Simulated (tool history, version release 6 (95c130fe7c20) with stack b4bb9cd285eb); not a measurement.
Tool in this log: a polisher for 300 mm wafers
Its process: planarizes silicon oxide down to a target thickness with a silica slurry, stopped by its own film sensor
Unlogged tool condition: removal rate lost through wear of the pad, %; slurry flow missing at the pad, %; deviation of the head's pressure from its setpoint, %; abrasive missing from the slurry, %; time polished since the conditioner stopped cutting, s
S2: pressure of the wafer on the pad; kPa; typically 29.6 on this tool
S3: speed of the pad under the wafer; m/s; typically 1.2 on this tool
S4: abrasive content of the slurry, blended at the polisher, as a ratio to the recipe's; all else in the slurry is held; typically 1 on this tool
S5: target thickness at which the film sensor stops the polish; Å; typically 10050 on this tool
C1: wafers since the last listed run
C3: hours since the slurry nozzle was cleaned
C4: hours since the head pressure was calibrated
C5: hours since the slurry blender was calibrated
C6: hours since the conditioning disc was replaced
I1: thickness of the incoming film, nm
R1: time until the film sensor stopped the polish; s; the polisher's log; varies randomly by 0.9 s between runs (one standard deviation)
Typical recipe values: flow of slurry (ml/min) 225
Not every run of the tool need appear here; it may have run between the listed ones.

run 1 day=0 | flow_of_slurry_(ml/min)=225 S2=29.6 S3=1.46 S4=1 S5=10050 | C1=0 wafers_polished_on_this_pad=298 C3=521.8 C4=768.4 C5=87.9 C6=83.2 | I1=1318.4 | R1=100.2
run 2 day=1.308 | flow_of_slurry_(ml/min)=225 S2=29.6 S3=1.46 S4=1 S5=10050 | C1=205 wafers_polished_on_this_pad=503 C3=553.2 C4=799.8 C5=119.3 C6=114.6 | I1=1322.9 | R1=103.4
run 3 day=2.554 | flow_of_slurry_(ml/min)=225 S2=29.6 S3=1.46 S4=1 S5=10050 | C1=195 wafers_polished_on_this_pad=699 C3=583.1 C4=829.7 C5=149.2 C6=144.5 | I1=1315.2 | R1=104.9
run 4 day=3.233 | flow_of_slurry_(ml/min)=225 S2=29.6 S3=1.2 S4=1 S5=10050 | C1=106 wafers_polished_on_this_pad=805 C3=599.4 C4=846 C5=165.5 C6=160.8 | I1=1330.4 | R1=122.4
-- day=3.729 worn pad replaced by a new one
run 5 day=4.704 | flow_of_slurry_(ml/min)=225 S2=29.6 S3=1.2 S4=1 S5=10050 | C1=204 wafers_polished_on_this_pad=153 C3=634.7 C4=881.3 C5=200.8 C6=196.1 | I1=1328.4 | R1=110.5
run 6 day=5.696 | flow_of_slurry_(ml/min)=225 S2=29.6 S3=1.2 S4=1 S5=10050 | C1=155 wafers_polished_on_this_pad=308 C3=658.5 C4=905.1 C5=224.6 C6=219.9 | I1=1320.1 | R1=109.1
run 7 day=6.671 | flow_of_slurry_(ml/min)=225 S2=29.6 S3=1.52 S4=1 S5=10050 | C1=153 wafers_polished_on_this_pad=461 C3=681.9 C4=928.5 C5=248 C6=243.3 | I1=1313 | R1=98.5
-- day=6.979 head pressure recalibrated
-- day=7.262 slurry nozzle cleaned
run 8 day=8.054 | flow_of_slurry_(ml/min)=225 S2=29.6 S3=1.2 S4=1 S5=10500 | C1=197 wafers_polished_on_this_pad=659 C3=19 C4=25.8 C5=281.2 C6=276.5 | I1=1298.8 | R1=91.8
-- day=8.55 conditioning disc replaced and pad reconditioned
run 9 day=8.9 | flow_of_slurry_(ml/min)=225 S2=34.5 S3=1.2 S4=1 S5=9130 | C1=119 wafers_polished_on_this_pad=779 C3=39.3 C4=46.1 C5=301.5 C6=8.4 | I1=1338.2 | R1=135.7
-- day=9.517 worn pad replaced by a new one
run 10 day=9.625 | flow_of_slurry_(ml/min)=225 S2=29.6 S3=1.54 S4=0.85 S5=10050 | C1=87 wafers_polished_on_this_pad=16 C3=56.7 C4=63.5 C5=318.9 C6=25.8 | I1=1317.8 | R1=102.2
-- day=10.383 slurry blender recalibrated
run 11 day=10.533 | flow_of_slurry_(ml/min)=225 S2=29.6 S3=1.2 S4=1 S5=11100 | C1=129 wafers_polished_on_this_pad=146 C3=78.5 C4=85.3 C5=3.6 C6=47.6 | I1=1341.4 | R1=80.2
run 12 day=11.296 | flow_of_slurry_(ml/min)=280 S2=29.6 S3=1.58 S4=0.85 S5=10470 | C1=119 wafers_polished_on_this_pad=265 C3=96.8 C4=103.6 C5=21.9 C6=65.9 | I1=1312.9 | R1=85.3
-- day=14.371 worn pad replaced by a new one
run 13 day=15.029 | flow_of_slurry_(ml/min)=225 S2=29.6 S3=1.2 S4=1 S5=10050 | C1=559 wafers_polished_on_this_pad=103 C3=186.4 C4=193.2 C5=111.5 C6=155.5 | I1=1334.4 | R1=112.9
run 14 day=18.738 | flow_of_slurry_(ml/min)=225 S2=29.6 S3=1.54 S4=0.85 S5=10050 | C1=582 wafers_polished_on_this_pad=685 C3=275.4 C4=282.2 C5=200.5 C6=244.5 | I1=1327.4 | R1=110.7

Predict each of these 4 candidate next runs independently; none follows another, all start after run 14:
run A day=18.754 | flow_of_slurry_(ml/min)=225 S2=29.6 S3=1.2 S4=1 S5=10050 | C1=2 wafers_polished_on_this_pad=688 C3=275.8 C4=282.6 C5=200.9 C6=244.9 | I1=1307.5 | R1=?
run B day=18.754 | flow_of_slurry_(ml/min)=225 S2=22.8 S3=1.52 S4=1 S5=10630 | C1=2 wafers_polished_on_this_pad=688 C3=275.8 C4=282.6 C5=200.9 C6=244.9 | I1=1307.5 | R1=?
run C day=18.754 | flow_of_slurry_(ml/min)=190 S2=39.3 S3=0.88 S4=1 S5=10050 | C1=2 wafers_polished_on_this_pad=688 C3=275.8 C4=282.6 C5=200.9 C6=244.9 | I1=1307.5 | R1=?
run D day=18.754 | flow_of_slurry_(ml/min)=225 S2=32.4 S3=1.2 S4=0.75 S5=10050 | C1=2 wafers_polished_on_this_pad=688 C3=275.8 C4=282.6 C5=200.9 C6=244.9 | I1=1307.5 | R1=?

run=A R1=111.1
run=B R1=101.9
run=C R1=100.4
run=D R1=117.2
The same runs, with their run-to-run variation unchanged, on a tool lacking any hidden condition would have given:
run=A R1=101.3
run=B R1=92.9
run=C R1=91.5
run=D R1=106.9

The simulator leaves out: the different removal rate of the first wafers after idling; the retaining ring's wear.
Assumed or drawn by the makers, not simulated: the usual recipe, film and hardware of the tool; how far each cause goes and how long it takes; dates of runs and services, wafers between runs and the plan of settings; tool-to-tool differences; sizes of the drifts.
